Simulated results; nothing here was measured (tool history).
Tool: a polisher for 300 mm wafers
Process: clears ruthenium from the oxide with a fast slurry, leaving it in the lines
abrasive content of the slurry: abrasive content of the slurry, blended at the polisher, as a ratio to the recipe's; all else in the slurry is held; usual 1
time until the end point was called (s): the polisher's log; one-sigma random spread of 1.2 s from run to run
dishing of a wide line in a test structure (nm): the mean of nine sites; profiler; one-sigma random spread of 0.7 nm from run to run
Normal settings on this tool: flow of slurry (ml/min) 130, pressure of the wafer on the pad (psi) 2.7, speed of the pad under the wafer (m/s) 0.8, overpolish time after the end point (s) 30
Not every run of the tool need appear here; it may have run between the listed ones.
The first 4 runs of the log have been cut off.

run,hour,flow of slurry (ml/min),pressure of the wafer on the pad (psi),speed of the pad under the wafer (m/s),abrasive content of the slurry,overpolish time after the end point (s),wafers since the last listed run,wafers polished on this pad,hours since the slurry nozzle was cleaned,hours since the head pressure was calibrated,hours since the slurry blender was calibrated,"incoming thickness of the incoming film, nm",time until the end point was called (s),dishing of a wide line in a test structure (nm)
5,44.5,130,3.1,0.8,1,24,68,278,13.8,17.9,360.4,254.3,74.8,58.7
6,52.5,130,3.1,0.8,1,24,74,352,21.8,25.9,368.4,248,73.6,58.7
7,70.1,130,3.1,0.8,1,24,163,515,39.4,43.5,386,249.1,74.1,59.3
8,81.7,130,2.7,0.8,1,30,107,623,51,55.1,397.6,245.5,80.7,62.7
9,89.4,130,3.6,0.9,0.75,13,71,694,58.7,62.8,405.3,248.6,64.4,38.1
10,104.5,130,2.7,0.8,1.1,23,139,834,73.8,77.9,420.4,253.8,79.5,53.3
11,114.3,130,2.7,0.8,1,30,90,925,83.6,87.7,430.2,255.4,84.6,62.6
12,123.6,160,2.7,0.8,0.7,17,86,1011,92.9,97,439.5,254.2,100,35.8
13,131.7,100,2.7,0.8,1,46,75,1086,101,105.1,447.6,255.2,88.4,82
# hour 145.2: worn pad replaced by a new one
14,148.2,130,2.7,0.66,1.2,25,115,27,117.5,121.6,464.1,246.7,87.3,51.1
15,157.2,130,1.9,0.6,1.3,30,83,111,126.5,130.6,473.1,249.7,132.2,45.1
# hour 161.1: slurry blender recalibrated
16,166.8,130,2.4,0.8,1,30,70,181,136.1,140.2,5.7,253,93.2,58
17,173.2,130,2.7,0.8,1,30,59,240,142.5,146.6,12.1,251.7,81.2,62.7
18,190.2,130,2.7,0.72,1,30,157,398,159.5,163.6,29.1,251.2,92.3,59
19,211.1,160,3.6,0.8,1,30,193,592,180.4,184.5,50,248.4,60,80
20,228.6,130,2.7,1,1,30,162,754,197.9,202,67.5,249.9,69.4,72.3
21,238.4,130,2.1,0.8,1,30,90,845,207.7,211.8,77.3,252.1,107.1,51.9
22,255.2,130,2.7,0.8,1,30,155,1000,224.5,228.6,94.1,255.4,85.1,64.1
23,263.9,130,2.7,0.8,1,30,80,1081,233.2,237.3,102.8,250.2,83.2,63.2
# hour 282.3: worn pad replaced by a new one
24,282.8,110,2.7,0.7,1,19,138,4,252.1,256.2,121.7,253.4,97.1,40.1
25,297,85,2.7,0.92,1,30,131,136,266.3,270.4,135.9,246.3,79.2,65.4
# hour 312.2: slurry nozzle cleaned
26,314.7,130,3.1,0.72,0.75,30,154,291,2.5,288.1,153.6,251.8,94,58.1
27,324.3,130,2.7,0.8,1.3,30,88,380,12.1,297.7,163.2,252,74.5,68.8

Run 28, settings as shown, results not yet in. Your forecast:
28,335.5,90,2.7,1,1,44,103,483,23.3,308.9,174.4,252.4,?,?

{"run 28": {"time until the end point was called (s)": 73.7, "dishing of a wide line in a test structure (nm)": 88.7}}
On a tool with no hidden condition, and with the same random variation, this run would have come out at time until the end point was called (s) 73.7, dishing of a wide line in a test structure (nm) 88.7.
